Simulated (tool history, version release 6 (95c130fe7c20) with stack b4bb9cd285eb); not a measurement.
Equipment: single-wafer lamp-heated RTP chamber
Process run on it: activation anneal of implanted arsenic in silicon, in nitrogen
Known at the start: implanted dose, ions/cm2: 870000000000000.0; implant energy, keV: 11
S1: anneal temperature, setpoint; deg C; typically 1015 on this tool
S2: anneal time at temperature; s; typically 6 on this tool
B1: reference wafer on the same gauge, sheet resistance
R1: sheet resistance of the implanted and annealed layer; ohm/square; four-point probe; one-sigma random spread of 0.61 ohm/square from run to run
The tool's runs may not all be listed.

run,hour,S1,S2,B1,R1
1,0.0,1015,6,176.83,178.41
2,19.8,1015,6,177.06,177.46
3,34.4,1015,6,177.06,177.72
4,48.3,1015,6,177.06,178.89
# hour 73.8: pyrometer window cleaned and pyrometer calibrated
5,74.3,1015,6,177.31,181.21
6,103.4,1007,6,176.95,184.52
7,163.8,1007,6,177.03,183.72
8,191.9,1015,6,176.98,179.76
9,206.4,1015,6,176.83,179.28
10,218.4,1015,6,176.69,179.58
11,236.2,1015,6,177.23,179.71
12,253.5,1015,6,176.96,178.76
13,275.3,1015,6,176.98,178.27
14,297.0,1015,6,176.95,179.56
15,341.1,1015,8,177.22,173.57
# hour 373.1: reflector plate cleaned
16,373.6,1015,6,176.97,178.29
# hour 380.8: gauge calibrated
17,396.4,1015,6,176.88,177.82
18,414.5,1015,6,177.01,178.92
19,433.4,1015,5,176.94,182.60
20,466.6,1015,6,177.00,178.24
21,494.3,997,7,176.78,183.78
# hour 504.8: pyrometer window cleaned and pyrometer calibrated
22,521.8,989,8,177.17,183.75
23,550.2,998,3,177.09,193.54
24,563.7,1024,10,176.93,160.86
25,597.7,1015,6,176.97,173.58
26,630.8,1003,7,176.82,176.61
27,650.5,986,5,176.99,190.79
28,672.2,988,3,177.21,195.41
# hour 698.7: pyrometer window cleaned and pyrometer calibrated, repeated, since the last time left the tool worse
29,752.6,1015,4,177.18,187.15
30,782.4,998,4,177.17,193.42
31,801.5,1034,5,176.85,173.38
32,836.8,1015,6,177.05,177.66
33,867.3,1015,3,176.99,190.10
34,887.2,1033,9,176.92,161.95
35,905.4,1015,10,177.08,169.58

Results for each run, recomputed without the tool's hidden state and with each run's random variation untouched:
Hidden state present: true wafer temperature minus pyrometer reading, K; wafer temperature error from the tarnished reflector plate, K; gauge reads high (%).
run,R1
1,182.12
2,181.18
3,181.48
4,182.70
5,181.40
6,185.25
7,185.30
8,181.68
9,181.33
10,181.73
11,182.00
12,181.16
13,180.79
14,182.21
15,176.58
16,181.20
17,180.79
18,181.94
19,185.52
20,181.35
21,186.88
22,189.51
23,198.81
24,167.75
25,180.43
26,183.78
27,197.69
28,202.00
29,188.16
30,194.78
31,175.12
32,179.70
33,192.06
34,164.53
35,172.38
